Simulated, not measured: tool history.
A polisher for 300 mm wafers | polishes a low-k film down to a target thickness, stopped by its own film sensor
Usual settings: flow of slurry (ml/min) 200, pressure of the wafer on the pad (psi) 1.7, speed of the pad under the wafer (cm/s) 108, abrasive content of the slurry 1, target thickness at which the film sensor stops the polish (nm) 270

run,hour,flow of slurry (ml/min),pressure of the wafer on the pad (psi),speed of the pad under the wafer (cm/s),abrasive content of the slurry,target thickness at which the film sensor stops the polish (nm),"incoming thickness of the incoming film, nm",time until the film sensor stopped the polish (s)
1,0,200,1.7,96,1,270,321.4,135.9
2,13.7,200,1.7,124,1,270,316.6,98.7
# hour 18: worn pad replaced by a new one
3,29.1,200,1.3,108,1,270,319.4,158.3
4,41.4,200,1.7,108,1,270,314.7,112.5
5,48,240,1.2,70,1,270,322.9,248.3
6,60.5,200,1.3,72,0.9,283,320.8,180.8
7,66.9,200,1.7,136,1,277,314.9,78.8
# hour 69: slurry blender recalibrated
8,79.8,200,1.7,108,1,270,314,108.3
9,104.3,175,1.7,108,1,270,317.5,119.9
10,119.3,200,1.7,108,1,270,313,105.9
11,128.4,200,2,108,1,275,325.2,104.8
12,137.8,200,1.7,108,0.8,270,321.7,144.1
13,155.2,200,1.7,108,1,270,323,130.7
# hour 172: worn pad replaced by a new one
14,172.4,145,2.1,82,0.7,270,316.8,150.3
15,179.8,200,1.3,108,1.2,270,314.7,132.9
16,192.6,230,1.7,108,1,270,323.5,130.3
17,208,165,1.1,98,1,255,322.9,289.7
18,222.6,150,1.7,108,0.8,283,323.8,126.3
19,236.9,200,1.9,108,1,280,321.2,97.2
20,251,200,1.2,108,1,270,319.1,178.3
21,261.8,200,1.7,108,1.25,270,318,113.7
22,276.7,200,1.7,140,1,270,317.7,107.3
23,290,200,1.7,108,1,257,321.3,173.5
24,302.8,200,1.7,108,1,270,318.6,134.4
# hour 311.6: worn pad replaced by a new one
25,325.2,200,1.7,108,1,270,324.5,154
26,339.2,200,1.7,96,1,270,320,150.1

Alternative continuations, all from the tool just after run 26; predict every row:
A,339.7,200,1.7,108,1,270,319.3,?
B,339.7,220,1.7,108,1,257,319.3,?
C,339.7,235,1.2,96,1.3,270,319.3,?
D,339.7,200,1.7,108,1,287,319.3,?

run,time until the film sensor stopped the polish (s)
A,137.8
B,171.7
C,181.5
D,90.3
What these runs would have given with no unlogged condition in the tool:
run,time until the film sensor stopped the polish (s)
A,117.3
B,146.5
C,161.1
D,76.8
